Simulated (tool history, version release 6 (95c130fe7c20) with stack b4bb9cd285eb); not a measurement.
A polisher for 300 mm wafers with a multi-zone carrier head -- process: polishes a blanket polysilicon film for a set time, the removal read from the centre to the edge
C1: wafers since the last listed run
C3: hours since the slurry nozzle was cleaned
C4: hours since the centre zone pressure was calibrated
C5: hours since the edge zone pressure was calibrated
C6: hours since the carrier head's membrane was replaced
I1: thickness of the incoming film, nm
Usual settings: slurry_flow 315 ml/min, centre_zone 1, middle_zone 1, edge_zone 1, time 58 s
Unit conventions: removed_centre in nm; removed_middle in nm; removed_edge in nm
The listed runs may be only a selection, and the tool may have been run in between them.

{"run": 1, "hour": 0.0, "slurry_flow": 315, "centre_zone": 1, "middle_zone": 0.92, "edge_zone": 1, "time": 58, "C1": 0, "wafers polished on this pad": 3983, "C3": 403.6, "C4": 461.6, "C5": 538.4, "C6": 1640.3, "I1": 941.9, "removed_centre": 399.6, "removed_middle": 356.8, "removed_edge": 398.5}
{"run": 2, "hour": 38.5, "slurry_flow": 315, "centre_zone": 0.94, "middle_zone": 1, "edge_zone": 1, "time": 72, "C1": 467, "wafers polished on this pad": 4450, "C3": 442.1, "C4": 500.1, "C5": 576.9, "C6": 1678.8, "I1": 945.1, "removed_centre": 469.2, "removed_middle": 479.2, "removed_edge": 492.7}
{"run": 3, "hour": 128.3, "slurry_flow": 315, "centre_zone": 1, "middle_zone": 1, "edge_zone": 1, "time": 52, "C1": 1090, "wafers polished on this pad": 5540, "C3": 531.9, "C4": 589.9, "C5": 666.7, "C6": 1768.6, "I1": 937.7, "removed_centre": 363.1, "removed_middle": 346.7, "removed_edge": 358.3}
{"run": 4, "hour": 176.7, "slurry_flow": 315, "centre_zone": 1, "middle_zone": 1, "edge_zone": 1.03, "time": 58, "C1": 587, "wafers polished on this pad": 6128, "C3": 580.3, "C4": 638.3, "C5": 715.1, "C6": 1817, "I1": 950.7, "removed_centre": 405, "removed_middle": 391.1, "removed_edge": 414.1}
{"hour": 269.2, "done": "carrier head's membrane replaced by a new one"}
{"run": 5, "hour": 283.4, "slurry_flow": 315, "centre_zone": 1.06, "middle_zone": 1.11, "edge_zone": 1, "time": 58, "C1": 1234, "wafers polished on this pad": 7362, "C3": 687, "C4": 745, "C5": 821.8, "C6": 14.2, "I1": 949.2, "removed_centre": 426.5, "removed_middle": 421.7, "removed_edge": 398.3}
{"run": 6, "hour": 346.0, "slurry_flow": 315, "centre_zone": 1, "middle_zone": 1.11, "edge_zone": 1, "time": 58, "C1": 759, "wafers polished on this pad": 8122, "C3": 749.6, "C4": 807.6, "C5": 884.4, "C6": 76.8, "I1": 942.6, "removed_centre": 409, "removed_middle": 424.7, "removed_edge": 395.2}
{"hour": 357.6, "done": "slurry nozzle cleaned"}
{"hour": 363.0, "done": "worn pad replaced by a new one"}
{"run": 7, "hour": 434.1, "slurry_flow": 315, "centre_zone": 1, "middle_zone": 1, "edge_zone": 1, "time": 51, "C1": 1008, "wafers polished on this pad": 863, "C3": 76.5, "C4": 895.7, "C5": 972.5, "C6": 164.9, "I1": 938.5, "removed_centre": 355.1, "removed_middle": 344.7, "removed_edge": 346.6}
{"run": 8, "hour": 485.2, "slurry_flow": 315, "centre_zone": 1, "middle_zone": 1, "edge_zone": 1, "time": 58, "C1": 620, "wafers polished on this pad": 1483, "C3": 127.6, "C4": 946.8, "C5": 1023.6, "C6": 216, "I1": 938.6, "removed_centre": 408.1, "removed_middle": 387.2, "removed_edge": 393.6}
{"run": 9, "hour": 539.7, "slurry_flow": 315, "centre_zone": 1, "middle_zone": 1, "edge_zone": 1, "time": 58, "C1": 661, "wafers polished on this pad": 2145, "C3": 182.1, "C4": 1001.3, "C5": 1078.1, "C6": 270.5, "I1": 944.9, "removed_centre": 404.7, "removed_middle": 385.9, "removed_edge": 404.3}
{"run": 10, "hour": 585.6, "slurry_flow": 315, "centre_zone": 1, "middle_zone": 1, "edge_zone": 1.03, "time": 58, "C1": 557, "wafers polished on this pad": 2702, "C3": 228, "C4": 1047.2, "C5": 1124, "C6": 316.4, "I1": 957.1, "removed_centre": 405.8, "removed_middle": 389.4, "removed_edge": 403.2}
{"hour": 594.8, "done": "edge zone pressure recalibrated"}
{"run": 11, "hour": 637.3, "slurry_flow": 265, "centre_zone": 1, "middle_zone": 1, "edge_zone": 1, "time": 72, "C1": 603, "wafers polished on this pad": 3305, "C3": 279.7, "C4": 1098.9, "C5": 42.5, "C6": 368.1, "I1": 935.1, "removed_centre": 493.9, "removed_middle": 465.9, "removed_edge": 499}
{"run": 12, "hour": 679.0, "slurry_flow": 315, "centre_zone": 1, "middle_zone": 1, "edge_zone": 1, "time": 45, "C1": 506, "wafers polished on this pad": 3812, "C3": 321.4, "C4": 1140.6, "C5": 84.2, "C6": 409.8, "I1": 931.4, "removed_centre": 314.9, "removed_middle": 297.3, "removed_edge": 313.5}
{"hour": 713.4, "done": "centre zone pressure recalibrated"}
{"run": 13, "hour": 826.8, "slurry_flow": 315, "centre_zone": 1, "middle_zone": 1, "edge_zone": 1, "time": 51, "C1": 1769, "wafers polished on this pad": 5581, "C3": 469.2, "C4": 113.4, "C5": 232, "C6": 557.6, "I1": 942.7, "removed_centre": 361.9, "removed_middle": 338.1, "removed_edge": 352.2}
{"hour": 991.8, "done": "slurry nozzle cleaned"}
{"hour": 1033.7, "done": "worn pad replaced by a new one"}
{"run": 14, "hour": 1121.2, "slurry_flow": 315, "centre_zone": 1, "middle_zone": 1, "edge_zone": 1, "time": 58, "C1": 3513, "wafers polished on this pad": 1061, "C3": 129.4, "C4": 407.8, "C5": 526.4, "C6": 852, "I1": 934.8, "removed_centre": 408, "removed_middle": 387.5, "removed_edge": 402.9}
{"run": 15, "hour": 1224.8, "slurry_flow": 315, "centre_zone": 1.08, "middle_zone": 1.09, "edge_zone": 1.09, "time": 58, "C1": 1257, "wafers polished on this pad": 2319, "C3": 233, "C4": 511.4, "C5": 630, "C6": 955.6, "I1": 938.1, "removed_centre": 439.5, "removed_middle": 419.8, "removed_edge": 421.6}
{"run": 16, "hour": 1306.7, "slurry_flow": 315, "centre_zone": 1, "middle_zone": 1, "edge_zone": 1, "time": 58, "C1": 994, "wafers polished on this pad": 3313, "C3": 314.9, "C4": 593.3, "C5": 711.9, "C6": 1037.5, "I1": 946.3, "removed_centre": 402.3, "removed_middle": 394.5, "removed_edge": 400.3}
{"run": 17, "hour": 1343.8, "slurry_flow": 315, "centre_zone": 1, "middle_zone": 1, "edge_zone": 1, "time": 58, "C1": 450, "wafers polished on this pad": 3763, "C3": 352, "C4": 630.4, "C5": 749, "C6": 1074.6, "I1": 944.6, "removed_centre": 401.1, "removed_middle": 389.1, "removed_edge": 397.3}
{"run": 18, "hour": 1410.0, "slurry_flow": 315, "centre_zone": 1, "middle_zone": 1, "edge_zone": 1, "time": 51, "C1": 803, "wafers polished on this pad": 4567, "C3": 418.2, "C4": 696.6, "C5": 815.2, "C6": 1140.8, "I1": 922.8, "removed_centre": 360, "removed_middle": 337.8, "removed_edge": 353.1}
{"run": 19, "hour": 1503.0, "slurry_flow": 380, "centre_zone": 1, "middle_zone": 0.89, "edge_zone": 0.92, "time": 68, "C1": 1128, "wafers polished on this pad": 5696, "C3": 511.2, "C4": 789.6, "C5": 908.2, "C6": 1233.8, "I1": 936.4, "removed_centre": 489, "removed_middle": 422.3, "removed_edge": 462.4}
{"hour": 1568.0, "done": "edge zone pressure recalibrated"}
{"run": 20, "hour": 1595.2, "slurry_flow": 415, "centre_zone": 1, "middle_zone": 1, "edge_zone": 1, "time": 75, "C1": 1094, "wafers polished on this pad": 6791, "C3": 603.4, "C4": 881.8, "C5": 27.2, "C6": 1326, "I1": 930, "removed_centre": 545.1, "removed_middle": 510.2, "removed_edge": 518}
{"hour": 1610.4, "done": "worn pad replaced by a new one"}
{"hour": 1665.7, "done": "centre zone pressure recalibrated"}
{"hour": 1729.1, "done": "slurry nozzle cleaned"}
{"run": 21, "hour": 1816.9, "slurry_flow": 315, "centre_zone": 1, "middle_zone": 1, "edge_zone": 1, "time": 50, "C1": 2606, "wafers polished on this pad": 2470, "C3": 87.8, "C4": 151.2, "C5": 248.9, "C6": 1547.7, "I1": 952.2, "removed_centre": 350.9, "removed_middle": 335.2, "removed_edge": 351.8}

Entry by entry between the runs, the difference in hidden state between the last listed run before and the first listed run after:
Between runs 4 and 5: carrier head's membrane replaced by a new one (hour 269.2)
  nothing in the hidden state changes from one run to the other
Between runs 6 and 7: slurry nozzle cleaned (hour 357.6); worn pad replaced by a new one (hour 363)
  nothing in the hidden state changes from one run to the other
Between runs 10 and 11: edge zone pressure recalibrated (hour 594.8)
  nothing in the hidden state changes from one run to the other
Between runs 12 and 13: centre zone pressure recalibrated (hour 713.4)
  nothing in the hidden state changes from one run to the other
Between runs 13 and 14: slurry nozzle cleaned (hour 991.8); worn pad replaced by a new one (hour 1033.7)
  nothing in the hidden state changes from one run to the other
Between runs 19 and 20: edge zone pressure recalibrated (hour 1568)
  nothing in the hidden state changes from one run to the other
Between runs 20 and 21: worn pad replaced by a new one (hour 1610.4); centre zone pressure recalibrated (hour 1665.7); slurry nozzle cleaned (hour 1729.1)
  nothing in the hidden state changes from one run to the other
